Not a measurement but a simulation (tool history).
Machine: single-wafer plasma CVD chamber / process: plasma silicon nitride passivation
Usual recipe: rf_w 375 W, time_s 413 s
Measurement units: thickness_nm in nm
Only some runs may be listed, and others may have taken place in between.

run   hour  rf_w  time_s  wafers since the last listed run  hours since the last RF generator calibration  hours since the showerhead was replaced  hours since the gauge calibration  read-back reference wafer on the same gauge, thickness_nm  thickness_nm
  1      0   375     413                                 0                                         1897.4                                   8123.2                               52.7                                                    613.146       583.567
  2   26.1   375     413                               114                                         1923.5                                   8149.3                               78.8                                                     613.12       580.535
  3   52.7   375     413                               116                                         1950.1                                   8175.9                              105.4                                                    612.887       582.921
  4   80.8   320     413                               123                                         1978.2                                     8204                              133.5                                                    613.001       550.139
  5  114.6   315     413                               148                                           2012                                   8237.8                              167.3                                                    613.109       548.012
  6  147.3   315     413                               143                                         2044.7                                   8270.5                                200                                                    613.139       548.149
     166.7  -- showerhead replaced
  7  173.8   430     413                                81                                         2071.2                                      7.1                              226.5                                                    612.897        608.73
       197  -- RF generator calibrated
  8  197.5   375     413                                68                                            0.5                                     30.8                              250.2                                                    612.948       582.538
     198.6  -- gauge calibrated
  9  222.3   425     480                               108                                           25.3                                     55.6                               23.7                                                    613.301       704.175
 10  247.1   375     474                               108                                           50.1                                     80.4                               48.5                                                    613.011       666.594
 11  273.6   425     345                               116                                           76.6                                    106.9                                 75                                                    612.838       506.052
 12  287.2   375     413                                59                                           90.2                                    120.5                               88.6                                                    613.166         581.1
 13  306.9   440     342                                86                                          109.9                                    140.2                              108.3                                                    613.201       508.758
 14  341.3   315     359                               150                                          144.3                                    174.6                              142.7                                                    612.951       476.924

Below are 3 alternative next runs, each starting from the tool's condition after run 14. Predict each:
  A  341.8   375     413                                 2                                          144.8                                    175.1                              143.2                                                          ?             ?
  B  341.8   425     388                                 2                                          144.8                                    175.1                              143.2                                                          ?             ?
  C  341.8   345     467                                 2                                          144.8                                    175.1                              143.2                                                          ?             ?

run  read-back reference wafer on the same gauge, thickness_nm  thickness_nm
  A                                                    613.314       581.829
  B                                                    613.314       569.904
  C                                                    613.314       639.645
With the hidden condition removed and each run's random variation left untouched, the same runs would have given:
run  thickness_nm
  A       581.829
  B       569.904
  C       639.645
